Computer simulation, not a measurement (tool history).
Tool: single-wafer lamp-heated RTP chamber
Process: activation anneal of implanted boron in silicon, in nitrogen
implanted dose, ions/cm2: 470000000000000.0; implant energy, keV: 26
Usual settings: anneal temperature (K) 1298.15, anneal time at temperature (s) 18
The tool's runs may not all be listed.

| run | hour | anneal temperature (K) | anneal time at temperature (s) | read-back reference wafer on the same gauge, sheet resistance | sheet resistance of the implanted and annealed layer (ohm/square) |
|---|---|---|---|---|---|
| 1 | 0 | 1298.15 | 18 | 245.87 | 212.79 |
| 2 | 14.4 | 1298.15 | 18 | 246.03 | 212.87 |
| 3 | 39 | 1298.15 | 18 | 246.04 | 213.2 |
|  | 75.2 | gauge calibrated |
| 4 | 91.1 | 1298.15 | 18 | 245.96 | 213.2 |
| 5 | 123.6 | 1298.15 | 18 | 246.16 | 212.5 |
| 6 | 151.1 | 1298.15 | 18 | 245.83 | 211.98 |
| 7 | 168.6 | 1291.15 | 18 | 245.93 | 213.03 |
| 8 | 189.3 | 1316.15 | 23 | 246.11 | 210.53 |
|  | 199.1 | pyrometer window cleaned and pyrometer calibrated |
| 9 | 213.7 | 1298.15 | 18 | 246.08 | 212.69 |
| 10 | 232.2 | 1298.15 | 10 | 245.99 | 214.3 |
|  | 268.3 | reflector plate cleaned |
|  | 297.8 | gauge calibrated |
| 11 | 324.3 | 1298.15 | 18 | 246.14 | 212.47 |
| 12 | 348.7 | 1321.15 | 25 | 246.02 | 209.44 |
| 13 | 366.5 | 1327.15 | 7 | 246.09 | 211.78 |
| 14 | 392.4 | 1283.15 | 25 | 245.95 | 214.77 |

5 ways to go on from here, each from the tool as it stands after run 14. What would each give?
| A | 392.8 | 1298.15 | 18 | ? | ? |
| B | 392.8 | 1307.15 | 10 | ? | ? |
| C | 392.8 | 1284.15 | 8 | ? | ? |
| D | 392.8 | 1275.15 | 12 | ? | ? |
| E | 392.8 | 1328.15 | 14 | ? | ? |

| run | read-back reference wafer on the same gauge, sheet resistance | sheet resistance of the implanted and annealed layer (ohm/square) |
|---|---|---|
| A | 245.84 | 212.82 |
| B | 245.84 | 213.01 |
| C | 245.84 | 217.74 |
| D | 245.84 | 219.41 |
| E | 245.84 | 210.7 |
Without the tool's hidden state the same runs would have given:
| run | sheet resistance of the implanted and annealed layer (ohm/square) |
|---|---|
| A | 212.82 |
| B | 213.01 |
| C | 217.74 |
| D | 219.41 |
| E | 210.7 |

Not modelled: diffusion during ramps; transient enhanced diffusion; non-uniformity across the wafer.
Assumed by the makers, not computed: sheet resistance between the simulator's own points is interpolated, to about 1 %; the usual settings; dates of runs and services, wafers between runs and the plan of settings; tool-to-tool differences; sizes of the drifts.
